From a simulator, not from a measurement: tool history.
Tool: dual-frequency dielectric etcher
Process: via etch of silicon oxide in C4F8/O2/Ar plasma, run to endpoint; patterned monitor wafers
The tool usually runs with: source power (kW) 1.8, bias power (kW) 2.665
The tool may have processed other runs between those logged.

| run | hour | source power (kW) | bias power (kW) | incoming incoming film thickness, nm | endpoint time (s) |
|---|---|---|---|---|---|
| 1 | 0 | 1.53 | 2.665 | 1279.2 | 232.1 |
| 2 | 7.2 | 1.53 | 2.665 | 1281.4 | 229.5 |
| 3 | 22.7 | 1.8 | 2.665 | 1268.7 | 214.5 |
| 4 | 36.1 | 1.8 | 2.665 | 1292.1 | 221.2 |
| 5 | 46.5 | 1.49 | 3.157 | 1273.9 | 214.5 |
| 6 | 56.6 | 1.49 | 3.157 | 1272.3 | 213.1 |
|  | 60.6 | bias power generator calibrated |
| 7 | 71.3 | 1.8 | 2.289 | 1278.8 | 232.9 |
| 8 | 78.5 | 1.8 | 2.665 | 1285.1 | 218.2 |
| 9 | 92 | 1.8 | 2.665 | 1279.3 | 218.5 |
| 10 | 100.2 | 1.8 | 2.665 | 1282.4 | 217.6 |
| 11 | 106.2 | 1.8 | 2.665 | 1287.1 | 218.8 |
| 12 | 119.1 | 1.8 | 2.665 | 1281.9 | 215.3 |
| 13 | 135.2 | 1.8 | 2.665 | 1272.1 | 213.5 |
| 14 | 143.5 | 2.07 | 2.665 | 1285.7 | 207.8 |
| 15 | 159.7 | 1.8 | 3.305 | 1283.4 | 196.3 |
|  | 189.2 | wet clean of the chamber |
|  | 193.3 | upper electrode replaced |
| 16 | 193.8 | 1.59 | 2.141 | 1276.6 | 265 |
| 17 | 194.2 | 2.19 | 3.055 | 1293.3 | 203.1 |
| 18 | 203 | 1.41 | 2.214 | 1279.6 | 267.8 |
| 19 | 216.4 | 1.8 | 2.412 | 1277 | 238.9 |
| 20 | 232.2 | 1.58 | 3.004 | 1285.6 | 228.9 |
| 21 | 239.3 | 1.8 | 2.665 | 1276.4 | 227.7 |
| 22 | 246.3 | 1.95 | 2.491 | 1279.3 | 226.9 |
| 23 | 258.1 | 1.8 | 2.665 | 1276.4 | 225.6 |
| 24 | 274.4 | 1.8 | 2.45 | 1285.8 | 237.6 |
|  | 281.4 | source power generator calibrated |
| 25 | 303.5 | 2.11 | 3.135 | 1264.3 | 194.3 |
| 26 | 312.8 | 1.8 | 2.859 | 1279 | 218.6 |
| 27 | 319.2 | 1.64 | 2.908 | 1278.2 | 223 |
| 28 | 336.5 | 1.8 | 2.469 | 1273.7 | 229.3 |
| 29 | 347.3 | 1.8 | 2.665 | 1288.6 | 226.9 |
| 30 | 365 | 2.08 | 2.384 | 1274.6 | 225.7 |
| 31 | 415.7 | 2.2 | 2.217 | 1286.1 | 225.9 |
| 32 | 430.3 | 1.8 | 2.665 | 1283.8 | 225.6 |
| 33 | 457.9 | 1.8 | 2.665 | 1299.5 | 224.5 |
| 34 | 474.8 | 1.64 | 2.279 | 1276 | 246.1 |
| 35 | 492.5 | 1.96 | 3.144 | 1283.3 | 200.6 |
| 36 | 499.7 | 1.8 | 2.665 | 1274.5 | 219.6 |

Table of differences, measured result less the result of that run with no hidden state. Run-to-run variation is the same in both. Gauge scatter possibly is not:
Hidden conditions of the tool in this case: etch rate over this chamber's usual, %; source power that arrives over what is set, %; bias power that arrives over what is set, %.
| run | endpoint time (s) |
|---|---|
| 1 | -8.6 |
| 2 | -8.6 |
| 3 | -8.4 |
| 4 | -8.9 |
| 5 | -9 |
| 6 | -9.1 |
| 7 | -10.3 |
| 8 | -9.8 |
| 9 | -10 |
| 10 | -10.2 |
| 11 | -10.4 |
| 12 | -10.5 |
| 13 | -10.8 |
| 14 | -10.7 |
| 15 | -10.4 |
| 16 | +1.7 |
| 17 | +1.3 |
| 18 | +1.5 |
| 19 | +1 |
| 20 | +0.6 |
| 21 | +0.4 |
| 22 | +0.2 |
| 23 | +0 |
| 24 | -0.4 |
| 25 | -0.9 |
| 26 | -1.2 |
| 27 | -1.4 |
| 28 | -1.8 |
| 29 | -2 |
| 30 | -2.4 |
| 31 | -3.6 |
| 32 | -3.9 |
| 33 | -4.5 |
| 34 | -5.4 |
| 35 | -4.8 |
| 36 | -5.4 |

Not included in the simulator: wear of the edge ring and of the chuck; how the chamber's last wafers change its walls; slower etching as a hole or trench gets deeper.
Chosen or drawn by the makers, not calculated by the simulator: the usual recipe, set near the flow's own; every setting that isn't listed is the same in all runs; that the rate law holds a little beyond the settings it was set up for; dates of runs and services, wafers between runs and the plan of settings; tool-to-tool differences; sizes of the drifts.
